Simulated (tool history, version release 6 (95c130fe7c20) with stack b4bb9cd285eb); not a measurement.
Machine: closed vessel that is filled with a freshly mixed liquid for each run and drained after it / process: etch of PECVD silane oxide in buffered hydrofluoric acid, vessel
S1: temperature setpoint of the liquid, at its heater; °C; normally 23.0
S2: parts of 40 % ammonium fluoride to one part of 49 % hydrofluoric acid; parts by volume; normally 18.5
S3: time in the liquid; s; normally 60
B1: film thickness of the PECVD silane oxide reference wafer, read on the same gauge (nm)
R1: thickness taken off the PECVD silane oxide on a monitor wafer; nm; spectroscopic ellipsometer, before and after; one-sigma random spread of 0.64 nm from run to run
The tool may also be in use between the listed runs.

run,hour,S1,S2,S3,B1,R1
1,0.0,23.0,18.5,60,120.00,104.80
# hour 6.3: gauge calibrated
2,69.1,23.0,18.5,60,120.01,103.51
3,136.2,23.0,18.5,60,120.01,104.61
4,226.7,23.0,18.5,60,120.00,104.14
5,268.3,23.0,18.5,60,120.00,103.31
6,340.8,23.0,18.5,60,120.01,104.02
7,427.5,23.0,18.5,60,119.99,103.61
8,518.0,23.0,18.5,60,120.00,103.56
9,563.2,23.0,18.5,60,120.00,103.13
10,617.4,23.0,18.5,60,119.96,104.07
11,658.7,23.0,18.5,60,120.00,103.48
# hour 699.7: thermometer replaced
12,757.0,27.5,18.5,60,120.00,130.58
13,811.5,19.0,18.5,30,120.00,41.22
14,893.8,23.0,18.5,60,119.97,102.15
15,997.0,23.0,21.5,60,119.99,90.88
16,1069.8,23.0,18.5,60,120.02,102.94
# hour 1122.5: gauge calibrated
17,1158.0,23.0,18.5,30,119.98,50.82
18,1212.7,23.0,18.5,60,120.00,101.35
# hour 1253.2: hydrofluoric acid flow meter replaced
19,1316.7,23.0,18.5,60,119.99,107.01
20,1387.8,26.0,18.5,60,120.00,124.26
21,1452.9,23.0,12.0,30,120.01,81.16
22,1512.0,20.0,18.5,40,120.02,59.90
23,1605.9,21.5,22.0,60,120.00,84.70

What if the next run were any one of these 5? Each begins from the tool's condition after run 23:
A,1606.6,23.0,18.5,60,?,?
B,1606.6,20.5,20.5,60,?,?
C,1606.6,21.5,12.0,85,?,?
D,1606.6,18.5,18.5,45,?,?
E,1606.6,27.5,18.5,35,?,?

run,B1,R1
A,120.01,105.35
B,120.01,83.75
C,120.01,210.22
D,120.01,61.45
E,120.01,78.46
Stripped of hidden state, with their random variation kept, the same runs would have yielded:
run,R1
A,106.54
B,84.42
C,212.59
D,62.15
E,79.35
